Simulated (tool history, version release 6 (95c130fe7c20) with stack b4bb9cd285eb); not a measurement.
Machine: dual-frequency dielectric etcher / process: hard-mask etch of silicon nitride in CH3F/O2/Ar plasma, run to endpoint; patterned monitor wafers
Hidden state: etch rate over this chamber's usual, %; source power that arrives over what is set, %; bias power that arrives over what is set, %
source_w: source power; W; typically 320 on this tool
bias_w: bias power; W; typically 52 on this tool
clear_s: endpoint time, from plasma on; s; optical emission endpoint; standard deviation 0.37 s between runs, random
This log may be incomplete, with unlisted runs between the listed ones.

run	day	source_w	bias_w	wafers since the last listed run	hours since the last wet clean	hours since the last source power generator calibration	hours since the last bias power generator calibration	hours since the last upper electrode change	incoming incoming film thickness, nm	clear_s
1	0.000	320	52	0	420.4	1174.6	1969.2	3631.3	53.9	96.0
# day 1.929: wet clean of the chamber
2	2.700	320	52	303	18.5	1239.4	2034.0	3696.1	54.7	92.2
3	3.742	280	52	185	43.5	1264.4	2059.0	3721.1	54.5	97.2
4	4.812	280	52	191	69.2	1290.1	2084.7	3746.8	54.3	97.5
5	7.771	320	52	527	140.2	1361.1	2155.7	3817.8	55.1	95.6
6	9.812	270	61	364	189.2	1410.1	2204.7	3866.8	54.5	94.5
7	12.012	270	61	392	242.0	1462.9	2257.5	3919.6	54.2	94.9
8	15.962	320	52	704	336.8	1557.7	2352.3	4014.4	54.8	97.2
# day 18.917: wet clean of the chamber
9	18.938	280	55	352	0.5	1629.1	2423.7	4085.8	54.9	95.7
10	21.292	280	55	420	57.0	1685.6	2480.2	4142.3	54.2	95.0
# day 22.246: bias power generator calibrated
11	24.146	320	56	479	125.5	1754.1	45.6	4210.8	54.9	91.7
12	25.575	320	56	255	159.8	1788.4	79.9	4245.1	54.5	92.1
13	27.975	320	52	428	217.4	1846.0	137.5	4302.7	54.4	94.6
14	29.750	360	48	316	260.0	1888.6	180.1	4345.3	54.2	93.1
15	30.846	390	48	195	286.3	1914.9	206.4	4371.6	54.3	91.3
# day 34.396: upper electrode replaced
# day 37.758: wet clean of the chamber
16	37.779	320	52	880	0.5	2081.3	372.8	81.2	54.4	92.2
17	38.892	320	46	198	27.2	2108.0	399.5	107.9	54.2	95.4
# day 39.796: source power generator calibrated
18	40.600	320	52	275	68.2	19.3	440.5	148.9	54.7	92.9
19	42.129	360	60	272	104.9	56.0	477.2	185.6	54.4	85.4
20	44.042	320	52	341	150.8	101.9	523.1	231.5	54.2	93.5
21	46.479	260	56	434	209.3	160.4	581.6	290.0	54.6	98.8
22	49.304	350	48	504	277.1	228.2	649.4	357.8	54.5	94.6
23	52.396	250	48	551	351.3	302.4	723.6	432.0	54.7	106.3
24	54.629	380	56	398	404.9	356.0	777.2	485.6	54.1	87.9
# day 55.971: wet clean of the chamber
25	55.992	380	41	64	0.5	388.7	809.9	518.3	54.6	94.5
26	57.717	250	42	307	41.9	430.1	851.3	559.7	54.0	106.6

Predict each of these 3 candidate next runs independently; none follows another, all start after run 26:
A	57.733	320	41	2	42.3	430.5	851.7	560.1	54.4	?
B	57.733	270	52	2	42.3	430.5	851.7	560.1	54.4	?
C	57.733	320	42	2	42.3	430.5	851.7	560.1	54.4	?

run	clear_s
A	99.2
B	97.5
C	98.5
With no hidden state in the tool, these same runs would have given:
run	clear_s
A	98.9
B	97.3
C	98.2

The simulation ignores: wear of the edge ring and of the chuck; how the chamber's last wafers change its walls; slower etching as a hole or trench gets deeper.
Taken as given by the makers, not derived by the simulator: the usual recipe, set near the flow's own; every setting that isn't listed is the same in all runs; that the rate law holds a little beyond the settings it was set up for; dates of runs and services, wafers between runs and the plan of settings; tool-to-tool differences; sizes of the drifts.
